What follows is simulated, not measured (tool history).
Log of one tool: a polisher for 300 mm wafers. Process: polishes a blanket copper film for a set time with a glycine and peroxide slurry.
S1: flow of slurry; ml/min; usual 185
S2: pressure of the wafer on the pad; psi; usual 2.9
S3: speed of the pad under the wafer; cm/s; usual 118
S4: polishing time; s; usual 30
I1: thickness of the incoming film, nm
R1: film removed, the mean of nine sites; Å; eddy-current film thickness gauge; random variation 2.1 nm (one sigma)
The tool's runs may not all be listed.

run,hour,S1,S2,S3,S4,I1,R1
1,0.0,185,2.9,118,30,1010.0,1583
2,27.1,185,2.9,118,30,1020.4,1604
# hour 73.3: worn pad replaced by a new one
3,85.9,185,2.9,118,30,1007.4,1715
4,118.9,185,2.3,118,30,1010.0,1402
5,179.9,185,2.3,118,30,1009.7,1355
6,235.2,185,2.3,118,30,1015.2,1330
7,277.5,185,2.9,140,30,1023.4,1919
# hour 295.8: slurry nozzle cleaned
# hour 322.1: worn pad replaced by a new one
8,333.9,185,2.9,140,30,1020.4,2048
9,469.4,185,2.9,118,30,1018.6,1705
10,501.2,185,2.9,118,30,1001.0,1689
# hour 518.7: worn pad replaced by a new one
11,561.7,185,2.9,118,30,1008.9,1806
12,608.5,185,2.9,118,30,1015.9,1770
13,636.7,185,2.3,140,21,1007.3,1162
14,696.1,185,2.9,118,30,1025.9,1716
# hour 736.8: worn pad replaced by a new one
# hour 737.5: slurry nozzle cleaned
# hour 759.8: head pressure recalibrated
15,765.4,185,2.9,118,30,998.3,1661
16,833.0,125,2.0,100,30,1024.3,964
17,874.1,215,2.3,146,30,1001.4,1598
18,928.9,140,3.2,130,37,1020.9,2164
19,963.2,185,3.5,118,35,1015.1,2067
# hour 979.2: worn pad replaced by a new one
20,1003.5,185,2.1,134,30,1002.9,1440
21,1065.6,185,2.4,118,30,1007.9,1427
22,1134.9,185,2.9,118,30,1031.6,1577

Forecast each of these 4 alternatives for the next run:
A,1135.3,185,2.9,118,30,1021.4,?
B,1135.3,185,2.9,150,30,1021.4,?
C,1135.3,210,2.9,118,34,1021.4,?
D,1135.3,120,2.9,118,36,1021.4,?

run,R1
A,1564
B,1928
C,1803
D,1739
Without the tool's hidden state the same runs would have given:
run,R1
A,1668
B,2053
C,1923
D,1855
